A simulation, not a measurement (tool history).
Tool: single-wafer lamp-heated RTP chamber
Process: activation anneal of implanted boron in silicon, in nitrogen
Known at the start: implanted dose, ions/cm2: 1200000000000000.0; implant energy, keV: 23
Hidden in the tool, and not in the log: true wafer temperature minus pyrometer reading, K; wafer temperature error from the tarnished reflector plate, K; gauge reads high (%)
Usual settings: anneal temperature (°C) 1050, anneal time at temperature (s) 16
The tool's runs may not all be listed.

run	hour	anneal temperature (°C)	anneal time at temperature (s)	wafers since the last listed run	wafers since the last pyrometer calibration	wafers since the reflector plate was cleaned	hours since the gauge calibration	read-back reference wafer on the same gauge, sheet resistance	sheet resistance of the implanted and annealed layer (ohm/square)
1	0.0	1050	21	0	4587	5306	519.8	122.68	103.32
# hour 67.6: pyrometer window cleaned and pyrometer calibrated
2	103.9	1050	21	952	360	6259	623.7	122.64	103.32
3	176.9	1050	21	725	1086	6985	696.7	122.60	103.00
4	222.5	1057	13	453	1539	7438	742.3	122.58	103.47
# hour 278.2: reflector plate cleaned
5	327.4	1050	9	962	2502	488	847.2	122.57	103.68
6	391.3	1050	9	634	3137	1123	911.1	122.54	103.32
7	468.4	1050	19	766	3903	1889	988.2	122.42	103.15
8	546.1	1073	16	772	4675	2661	1065.9	122.43	102.53
9	599.9	1050	16	534	5209	3196	1119.7	122.35	103.29
# hour 633.4: pyrometer window cleaned and pyrometer calibrated
10	677.5	1044	20	691	438	3888	1197.3	122.37	103.64
11	749.2	1050	16	712	1150	4600	1269.0	122.25	103.34
12	816.6	1050	16	669	1820	5270	1336.4	122.22	103.32
13	907.4	1050	16	902	2722	6172	1427.2	122.22	103.49
# hour 980.8: reflector plate cleaned
14	981.3	1050	16	654	3377	4	1501.1	122.18	103.25
15	1014.1	1050	16	325	3703	330	1533.9	122.18	102.93
16	1092.0	1050	16	774	4477	1104	1611.8	122.15	102.85
# hour 1165.5: pyrometer window cleaned and pyrometer calibrated
17	1196.6	1037	16	959	308	2064	1716.4	122.11	103.55
18	1252.0	1050	16	550	859	2615	1771.8	122.10	102.92
19	1352.3	1023	25	996	1855	3611	1872.1	122.01	104.47
20	1545.5	1050	16	1919	3775	5531	2065.3	121.89	102.87
21	1637.9	1050	21	918	4693	6449	2157.7	121.99	102.64
# hour 1690.1: gauge calibrated
# hour 1701.5: pyrometer window cleaned and pyrometer calibrated
# hour 1762.6: reflector plate cleaned
22	1837.5	1050	11	1824	1272	744	147.4	122.86	104.11
23	1939.2	1050	20	1010	2282	1755	249.1	122.85	103.59
24	2250.1	1033	20	3089	5372	4844	560.0	122.76	104.23
# hour 2262.2: pyrometer window cleaned and pyrometer calibrated
25	2323.6	1050	16	650	609	5495	633.5	122.68	103.50
26	2403.8	1063	12	796	1406	6292	713.7	122.64	103.22
27	2446.8	1077	16	427	1833	6719	756.7	122.53	102.47
28	2514.8	1037	8	675	2509	7395	824.7	122.47	104.69
# hour 2577.1: reflector plate cleaned
29	2609.9	1063	9	865	3375	325	919.8	122.60	103.06
30	2684.7	1058	25	743	4118	1069	994.6	122.52	102.58
31	2731.4	1062	21	464	4582	1533	1041.3	122.47	102.40
32	2815.8	1050	24	838	5420	2371	1125.7	122.45	103.26
# hour 2904.9: pyrometer window cleaned and pyrometer calibrated
33	2905.4	1050	16	810	4	3182	1215.3	122.39	103.44

3 ways to go on from here, each from the tool as it stands after run 33. What would each give?
A	2905.8	1050	16	3	8	3186	1215.7	?	?
B	2905.8	1024	10	3	8	3186	1215.7	?	?
C	2905.8	1031	23	3	8	3186	1215.7	?	?

run	read-back reference wafer on the same gauge, sheet resistance	sheet resistance of the implanted and annealed layer (ohm/square)
A	122.44	103.30
B	122.44	105.82
C	122.44	104.10
Without the tool's hidden state the same runs would have given:
run	sheet resistance of the implanted and annealed layer (ohm/square)
A	103.81
B	106.35
C	104.62
